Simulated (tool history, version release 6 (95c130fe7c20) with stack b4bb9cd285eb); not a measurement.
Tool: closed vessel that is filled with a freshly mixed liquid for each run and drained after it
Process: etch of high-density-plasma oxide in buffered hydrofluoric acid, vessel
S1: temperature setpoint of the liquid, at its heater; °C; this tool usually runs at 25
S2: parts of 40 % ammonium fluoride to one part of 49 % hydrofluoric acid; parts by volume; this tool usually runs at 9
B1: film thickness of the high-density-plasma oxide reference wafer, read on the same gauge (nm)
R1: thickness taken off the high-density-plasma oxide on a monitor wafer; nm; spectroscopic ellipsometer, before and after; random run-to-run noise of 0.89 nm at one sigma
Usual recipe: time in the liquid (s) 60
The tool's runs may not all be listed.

Run 1, hour 0: usual settings; B1 140.04. Result: R1 89.3 nm.
Run 2, hour 71: usual settings; B1 139.98. Result: R1 88.55 nm.
Run 3, hour 147.8: usual settings but time in the liquid (s) 40; B1 140.01. Result: R1 58.91 nm.
At hour 182.1: hydrofluoric acid flow meter replaced.
Run 4, hour 253.2: usual settings; B1 140. Result: R1 93.95 nm.
Run 5, hour 357.8: usual settings; B1 140. Result: R1 92.06 nm.
Run 6, hour 417.3: usual settings; B1 140.01. Result: R1 92.27 nm.
Run 7, hour 498.2: usual settings; B1 140. Result: R1 90.95 nm.
Run 8, hour 558.1: usual settings; B1 140.03. Result: R1 90.54 nm.
Run 9, hour 648.9: usual settings but time in the liquid (s) 50; B1 140.02. Result: R1 75.05 nm.
Run 10, hour 727.7: usual settings but time in the liquid (s) 50; B1 140. Result: R1 74.96 nm.
Run 11, hour 771.1: usual settings but S1 21.5 °C; B1 139.99. Result: R1 72.48 nm.
Run 12, hour 842.7: usual settings but S1 21.5 °C; B1 139.96. Result: R1 72.28 nm.
Run 13, hour 922: usual settings but S2 11 parts by volume; B1 139.93. Result: R1 70.71 nm.
Run 14, hour 995.1: usual settings but S2 11 parts by volume; B1 139.96. Result: R1 70.46 nm.
At hour 1036.7: hydrofluoric acid flow meter replaced.
Run 15, hour 1085.5: usual settings but S2 11 parts by volume; B1 139.97. Result: R1 79 nm.
Run 16, hour 1131: usual settings; B1 139.97. Result: R1 92.07 nm.
Run 17, hour 1201.4: usual settings; B1 139.95. Result: R1 91.07 nm.
At hour 1244.9: gauge calibrated.
Run 18, hour 1284.6: usual settings; B1 140.01. Result: R1 92.07 nm.
Run 19, hour 1382.3: usual settings but S1 28.5 °C, S2 7.5 parts by volume, time in the liquid (s) 80; B1 139.96. Result: R1 173.03 nm.
Run 20, hour 1468.4: usual settings but S1 26.5 °C, S2 6 parts by volume, time in the liquid (s) 70; B1 139.97. Result: R1 169.06 nm.
At hour 1491.4: thermometer replaced.
Run 21, hour 1517.4: usual settings but S1 28.5 °C, time in the liquid (s) 45; B1 140.01. Result: R1 81.31 nm.
Run 22, hour 1605.7: usual settings but S1 29 °C, S2 6 parts by volume, time in the liquid (s) 30; B1 139.98. Result: R1 80.39 nm.
Run 23, hour 1666: usual settings but S1 26.5 °C, S2 7 parts by volume, time in the liquid (s) 40; B1 140.03. Result: R1 79.84 nm.
Run 24, hour 1754.7: usual settings but S1 22 °C, S2 11.5 parts by volume, time in the liquid (s) 30; B1 139.96. Result: R1 29.41 nm.
Run 25, hour 1803.1: usual settings but S1 28.5 °C, S2 7.5 parts by volume, time in the liquid (s) 50; B1 139.97. Result: R1 99.82 nm.
Run 26, hour 1869.3: usual settings; B1 139.97. Result: R1 83.49 nm.
At hour 1896.2: hydrofluoric acid flow meter replaced.
Run 27, hour 1959.2: usual settings; B1 140.01. Result: R1 93.36 nm.
Run 28, hour 2019.6: usual settings but S1 22.5 °C; B1 140. Result: R1 81.34 nm.
Run 29, hour 2090.6: usual settings but S1 26.5 °C, S2 6.5 parts by volume; B1 139.99. Result: R1 136.97 nm.
Run 30, hour 2169.5: usual settings; B1 140. Result: R1 90.62 nm.

4 ways to go on from here, each from the tool as it stands after run 30. What would each give?
Run A, hour 2170.2: usual settings but S2 6.5 parts by volume; B1 ?. Result: R1 ?.
Run B, hour 2170.2: usual settings but S1 28.5 °C, time in the liquid (s) 70; B1 ?. Result: R1 ?.
Run C, hour 2170.2: usual settings but S1 21 °C, S2 10.5 parts by volume, time in the liquid (s) 70; B1 ?. Result: R1 ?.
Run D, hour 2170.2: usual settings but S1 22 °C, S2 8 parts by volume; B1 ?. Result: R1 ?.

run      B1      R1
  A  140.01  126.81
  B  140.01  129.11
  C  140.01    75.3
  D  140.01   86.37
The same runs, with their run-to-run variation unchanged, on a tool lacking any hidden condition would have given:
run      R1
  A  132.79
  B  133.49
  C   79.31
  D    91.5
